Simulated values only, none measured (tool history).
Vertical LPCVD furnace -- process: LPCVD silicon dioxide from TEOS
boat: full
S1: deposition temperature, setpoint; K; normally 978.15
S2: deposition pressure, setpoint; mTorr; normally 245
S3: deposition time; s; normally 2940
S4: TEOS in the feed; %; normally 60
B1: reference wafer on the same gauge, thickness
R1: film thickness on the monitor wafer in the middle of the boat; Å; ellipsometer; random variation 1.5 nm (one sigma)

run 1 hour=0 | S1=978.15 S2=245 S3=2940 S4=60 | B1=322.9 | R1=3817.8
run 2 hour=72 | S1=978.15 S2=245 S3=2940 S4=60 | B1=322.58 | R1=3791.2
run 3 hour=348.2 | S1=982.15 S2=245 S3=2940 S4=60 | B1=320.92 | R1=4138.9
run 4 hour=399.2 | S1=982.15 S2=245 S3=2940 S4=60 | B1=320.9 | R1=4126.6
run 5 hour=444.3 | S1=978.15 S2=245 S3=2070 S4=60 | B1=321.01 | R1=2653.1
run 6 hour=512.7 | S1=978.15 S2=245 S3=3390 S4=60 | B1=320.36 | R1=4323.2
run 7 hour=577.6 | S1=978.15 S2=245 S3=3390 S4=60 | B1=320.03 | R1=4335.2
run 8 hour=647 | S1=978.15 S2=245 S3=2940 S4=66 | B1=320.26 | R1=3949.1
run 9 hour=738.7 | S1=978.15 S2=245 S3=2940 S4=66 | B1=319.75 | R1=3924.2
-- hour=786.3 pressure gauge zeroed
run 10 hour=926 | S1=978.15 S2=245 S3=2940 S4=66 | B1=319.61 | R1=3938.8
run 11 hour=1029.3 | S1=978.15 S2=245 S3=2940 S4=53 | B1=319.11 | R1=3545.6
run 12 hour=1111.4 | S1=966.15 S2=245 S3=3450 S4=68 | B1=318.93 | R1=3525.7
run 13 hour=1173.6 | S1=978.15 S2=280 S3=2940 S4=60 | B1=318.51 | R1=4003.3
run 14 hour=1259.7 | S1=985.15 S2=220 S3=2430 S4=56 | B1=318.88 | R1=3303.9
run 15 hour=1361.9 | S1=982.15 S2=230 S3=2640 S4=71 | B1=318.57 | R1=3876.7
run 16 hour=1448 | S1=978.15 S2=245 S3=2940 S4=51 | B1=318.57 | R1=3454.5
-- hour=1547.7 TEOS flow controller replaced
run 17 hour=1548.2 | S1=978.15 S2=245 S3=2940 S4=60 | B1=318.95 | R1=3731.5
-- hour=1703.4 gauge calibrated
run 18 hour=1723.7 | S1=978.15 S2=245 S3=2940 S4=60 | B1=326.97 | R1=3821.4
run 19 hour=1793.1 | S1=978.15 S2=245 S3=2940 S4=60 | B1=325.51 | R1=3802.2
run 20 hour=1894.1 | S1=969.15 S2=245 S3=2940 S4=60 | B1=324.35 | R1=3101.2
-- hour=1938 thermocouples replaced and temperature profile calibrated
run 21 hour=2185.2 | S1=969.15 S2=280 S3=2280 S4=70 | B1=321.36 | R1=2746.5
run 22 hour=2394.6 | S1=973.15 S2=245 S3=2940 S4=72 | B1=319.84 | R1=3686.8
run 23 hour=2481.6 | S1=978.15 S2=245 S3=2940 S4=60 | B1=319.62 | R1=3725
run 24 hour=2531.8 | S1=978.15 S2=245 S3=2940 S4=60 | B1=318.9 | R1=3736.6
run 25 hour=2614.8 | S1=984.15 S2=270 S3=2940 S4=60 | B1=318.5 | R1=4534.8
run 26 hour=2680.3 | S1=978.15 S2=245 S3=1950 S4=68 | B1=318.79 | R1=2614.9
run 27 hour=2739.6 | S1=970.15 S2=185 S3=2940 S4=60 | B1=318.69 | R1=2699.7
run 28 hour=2842.9 | S1=978.15 S2=245 S3=3450 S4=60 | B1=318.07 | R1=4371.8
run 29 hour=2911.5 | S1=969.15 S2=245 S3=2940 S4=63 | B1=317.77 | R1=3100.5
run 30 hour=2977.7 | S1=978.15 S2=245 S3=2040 S4=54 | B1=317.68 | R1=2466.9

How would selected steps in R1 from run to run divide? Give the signed amount a tool lacking its hidden state would still show from settings, what came in and random variation, and the signed amount left for the hidden state, including any gauge scatter that is not in both of the compared results.
Hidden state at play: true tube temperature minus thermocouple reading, K; true pressure minus gauge reading, mTorr; deviation of the TEOS flow from its setpoint, %; gauge reads high (%).
Run 5 -> 6: S3 2070 -> 3390. R1 +1670.1 Å: hidden state -41.2, all else +1711.3.
Run 17 -> 18: gauge calibrated. R1 +89.9 Å: hidden state +96.4, all else -6.5.
Run 25 -> 26: S1 984.15 -> 978.15, S2 270 -> 245, S3 2940 -> 1950, S4 60 -> 68. R1 -1919.9 Å: hidden state +52.6, all else -1972.5.
Run 27 -> 28: S1 970.15 -> 978.15, S2 185 -> 245, S3 2940 -> 3450. R1 +1672.1 Å: hidden state -55.5, all else +1727.6.
